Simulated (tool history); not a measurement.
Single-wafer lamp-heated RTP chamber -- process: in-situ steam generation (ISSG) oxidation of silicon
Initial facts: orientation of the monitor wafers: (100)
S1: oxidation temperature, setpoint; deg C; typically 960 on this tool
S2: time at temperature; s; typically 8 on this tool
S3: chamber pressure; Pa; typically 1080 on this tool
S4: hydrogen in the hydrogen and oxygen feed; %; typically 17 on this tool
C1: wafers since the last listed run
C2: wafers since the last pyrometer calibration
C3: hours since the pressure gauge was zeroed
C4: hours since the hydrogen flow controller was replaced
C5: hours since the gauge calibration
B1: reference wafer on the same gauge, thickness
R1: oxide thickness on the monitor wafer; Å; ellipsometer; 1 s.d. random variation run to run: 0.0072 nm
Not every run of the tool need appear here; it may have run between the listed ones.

{"run": 1, "hour": 0.0, "S1": 960, "S2": 8, "S3": 1080, "S4": 17, "C1": 0, "C2": 5077, "C3": 1342.8, "C4": 3489.8, "C5": 238.2, "B1": 3.148, "R1": 31}
{"run": 2, "hour": 13.2, "S1": 960, "S2": 8, "S3": 1080, "S4": 17, "C1": 193, "C2": 5270, "C3": 1356, "C4": 3503, "C5": 251.4, "B1": 3.149, "R1": 31.26}
{"run": 3, "hour": 43.6, "S1": 960, "S2": 8, "S3": 1080, "S4": 17, "C1": 445, "C2": 5716, "C3": 1386.4, "C4": 3533.4, "C5": 281.8, "B1": 3.15, "R1": 31.23}
{"run": 4, "hour": 66.6, "S1": 960, "S2": 8, "S3": 1080, "S4": 17, "C1": 337, "C2": 6053, "C3": 1409.4, "C4": 3556.4, "C5": 304.8, "B1": 3.15, "R1": 31.17}
{"run": 5, "hour": 81.2, "S1": 960, "S2": 8, "S3": 1080, "S4": 17, "C1": 214, "C2": 6267, "C3": 1424, "C4": 3571, "C5": 319.4, "B1": 3.149, "R1": 31.27}
{"run": 6, "hour": 92.0, "S1": 960, "S2": 8, "S3": 1080, "S4": 17, "C1": 158, "C2": 6426, "C3": 1434.8, "C4": 3581.8, "C5": 330.2, "B1": 3.149, "R1": 31.26}
{"run": 7, "hour": 103.2, "S1": 960, "S2": 8, "S3": 1080, "S4": 17, "C1": 164, "C2": 6590, "C3": 1446, "C4": 3593, "C5": 341.4, "B1": 3.15, "R1": 31.4}
{"run": 8, "hour": 111.8, "S1": 960, "S2": 10, "S3": 1080, "S4": 17, "C1": 126, "C2": 6716, "C3": 1454.6, "C4": 3601.6, "C5": 350, "B1": 3.151, "R1": 34.11}
{"run": 9, "hour": 127.2, "S1": 960, "S2": 10, "S3": 1080, "S4": 17, "C1": 225, "C2": 6942, "C3": 1470, "C4": 3617, "C5": 365.4, "B1": 3.15, "R1": 34.26}
{"hour": 144.7, "done": "gauge calibrated"}
{"hour": 146.8, "done": "pyrometer window cleaned and pyrometer calibrated"}
{"run": 10, "hour": 147.3, "S1": 960, "S2": 8, "S3": 1080, "S4": 17, "C1": 177, "C2": 8, "C3": 1490.1, "C4": 3637.1, "C5": 2.6, "B1": 3.15, "R1": 30.75}
{"run": 11, "hour": 156.2, "S1": 960, "S2": 8, "S3": 1080, "S4": 17, "C1": 130, "C2": 138, "C3": 1499, "C4": 3646, "C5": 11.5, "B1": 3.151, "R1": 30.86}
{"hour": 166.2, "done": "pressure gauge zeroed"}
{"run": 12, "hour": 170.7, "S1": 960, "S2": 8, "S3": 1080, "S4": 17, "C1": 95, "C2": 233, "C3": 4.5, "C4": 3660.5, "C5": 26, "B1": 3.15, "R1": 30.82}
{"run": 13, "hour": 187.9, "S1": 960, "S2": 8, "S3": 1080, "S4": 20, "C1": 252, "C2": 485, "C3": 21.7, "C4": 3677.7, "C5": 43.2, "B1": 3.15, "R1": 32.15}
{"run": 14, "hour": 196.6, "S1": 960, "S2": 8, "S3": 1080, "S4": 20, "C1": 127, "C2": 613, "C3": 30.4, "C4": 3686.4, "C5": 51.9, "B1": 3.146, "R1": 32.17}
{"run": 15, "hour": 203.0, "S1": 949, "S2": 9, "S3": 1280, "S4": 13, "C1": 93, "C2": 707, "C3": 36.8, "C4": 3692.8, "C5": 58.3, "B1": 3.148, "R1": 29.1}
{"run": 16, "hour": 213.2, "S1": 960, "S2": 8, "S3": 1080, "S4": 20, "C1": 149, "C2": 856, "C3": 47, "C4": 3703, "C5": 68.5, "B1": 3.151, "R1": 32.12}
{"run": 17, "hour": 223.1, "S1": 960, "S2": 8, "S3": 1080, "S4": 11, "C1": 145, "C2": 1002, "C3": 56.9, "C4": 3712.9, "C5": 78.4, "B1": 3.146, "R1": 27.79}
{"run": 18, "hour": 233.7, "S1": 965, "S2": 10, "S3": 987, "S4": 13, "C1": 155, "C2": 1157, "C3": 67.5, "C4": 3723.5, "C5": 89, "B1": 3.147, "R1": 31.78}
{"run": 19, "hour": 242.3, "S1": 960, "S2": 10, "S3": 1227, "S4": 17, "C1": 126, "C2": 1283, "C3": 76.1, "C4": 3732.1, "C5": 97.6, "B1": 3.147, "R1": 33.27}
{"run": 20, "hour": 252.8, "S1": 960, "S2": 8, "S3": 1213, "S4": 21, "C1": 153, "C2": 1437, "C3": 86.6, "C4": 3742.6, "C5": 108.1, "B1": 3.148, "R1": 32.39}
{"hour": 263.2, "done": "hydrogen flow controller replaced"}
{"run": 21, "hour": 263.7, "S1": 960, "S2": 8, "S3": 1080, "S4": 17, "C1": 42, "C2": 1480, "C3": 97.5, "C4": 0.5, "C5": 119, "B1": 3.152, "R1": 30.93}
{"run": 22, "hour": 277.5, "S1": 960, "S2": 10, "S3": 1267, "S4": 17, "C1": 202, "C2": 1682, "C3": 111.3, "C4": 14.3, "C5": 132.8, "B1": 3.151, "R1": 33.16}

Forecast run 23:
{"run": 23, "hour": 289.4, "S1": 960, "S2": 8, "S3": 1080, "S4": 17, "C1": 174, "C2": 1856, "C3": 123.2, "C4": 26.2, "C5": 144.7, "B1": "?", "R1": "?"}

{"run 23": {"B1": 3.15, "R1": 31}}
Had the tool carried no hidden state, the very same run would have given R1 30.76 Å.

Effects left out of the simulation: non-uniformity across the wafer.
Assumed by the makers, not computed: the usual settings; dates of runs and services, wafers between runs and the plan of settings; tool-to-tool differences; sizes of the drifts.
